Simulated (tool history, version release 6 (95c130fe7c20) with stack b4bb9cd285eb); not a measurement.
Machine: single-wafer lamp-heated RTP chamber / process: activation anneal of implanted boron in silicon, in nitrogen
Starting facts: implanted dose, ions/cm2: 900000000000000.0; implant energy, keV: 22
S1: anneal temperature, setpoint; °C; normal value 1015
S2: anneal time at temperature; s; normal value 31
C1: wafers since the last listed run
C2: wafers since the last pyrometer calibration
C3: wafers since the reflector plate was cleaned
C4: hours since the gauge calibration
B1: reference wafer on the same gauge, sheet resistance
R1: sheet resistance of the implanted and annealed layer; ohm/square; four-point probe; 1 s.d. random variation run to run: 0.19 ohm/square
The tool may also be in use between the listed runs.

run	hour	S1	S2	C1	C2	C3	C4	B1	R1
1	0.0	1006	40	0	2735	6081	97.0	111.12	114.44
# hour 1.8: pyrometer window cleaned and pyrometer calibrated
2	16.8	1006	40	252	252	6333	113.8	111.00	114.58
3	42.1	1015	31	426	678	6760	139.1	110.97	113.77
4	62.3	1015	31	340	1019	7101	159.3	111.00	113.63
5	91.5	1015	31	492	1512	7593	188.5	111.05	113.54
6	126.6	1015	31	592	2104	8185	223.6	110.88	113.79
7	161.9	1015	31	595	2699	8781	258.9	110.98	113.79
# hour 190.7: pyrometer window cleaned and pyrometer calibrated
8	191.2	1015	31	359	8	9140	288.2	111.03	113.31
9	206.7	1015	31	261	270	9402	303.7	110.96	113.31
10	284.7	1015	31	1315	1585	10717	381.7	110.99	113.45
11	314.0	995	31	494	2080	11212	411.0	110.97	116.28
# hour 343.3: pyrometer window cleaned and pyrometer calibrated
12	348.7	1034	42	450	90	11662	445.7	110.91	112.14
13	380.7	1015	31	539	630	12202	477.7	110.95	113.30
14	402.4	1015	31	366	996	12568	499.4	111.01	113.54
# hour 423.0: gauge calibrated
15	428.4	1015	31	438	1435	13006	5.4	111.05	113.55
16	446.6	1015	31	307	1742	13313	23.6	110.97	113.64
17	503.8	1015	31	964	2707	14278	80.8	111.04	113.67
# hour 528.4: pyrometer window cleaned and pyrometer calibrated
18	537.3	1007	40	430	149	14709	114.3	110.95	113.83
# hour 562.1: reflector plate cleaned
19	571.0	1000	22	433	583	150	148.0	110.97	117.02
20	592.7	990	37	366	949	516	169.7	110.95	118.20
21	610.3	988	43	296	1246	813	187.3	110.99	118.08
22	682.2	1040	18	1212	2459	2026	259.2	111.01	112.46
# hour 696.5: pyrometer window cleaned and pyrometer calibrated
23	699.6	1015	41	158	52	2184	276.6	110.96	113.84
24	714.7	986	48	254	307	2439	291.7	110.96	118.28
25	734.3	1037	20	330	638	2770	311.3	110.96	113.07
26	755.9	998	47	364	1002	3134	332.9	110.93	115.79
27	787.5	1043	39	533	1535	3667	364.5	110.99	111.96
28	841.0	1031	26	902	2437	4570	418.0	110.93	112.80
29	855.9	988	20	251	2689	4821	432.9	110.94	120.35
# hour 869.5: pyrometer window cleaned and pyrometer calibrated
30	870.1	1015	31	104	10	4925	447.1	111.11	113.88

Predict each of these 5 candidate next runs independently; none follows another, all start after run 30:
A	870.5	1015	31	6	17	4932	447.5	?	?
B	870.5	1040	49	6	17	4932	447.5	?	?
C	870.5	999	45	6	17	4932	447.5	?	?
D	870.5	1006	31	6	17	4932	447.5	?	?
E	870.5	1015	46	6	17	4932	447.5	?	?

run	B1	R1
A	110.94	114.05
B	110.94	112.01
C	110.94	115.41
D	110.94	115.02
E	110.94	113.54
Had the tool no hidden state, the same runs would have come out as:
run	R1
A	114.40
B	112.18
C	116.07
D	115.56
E	113.85
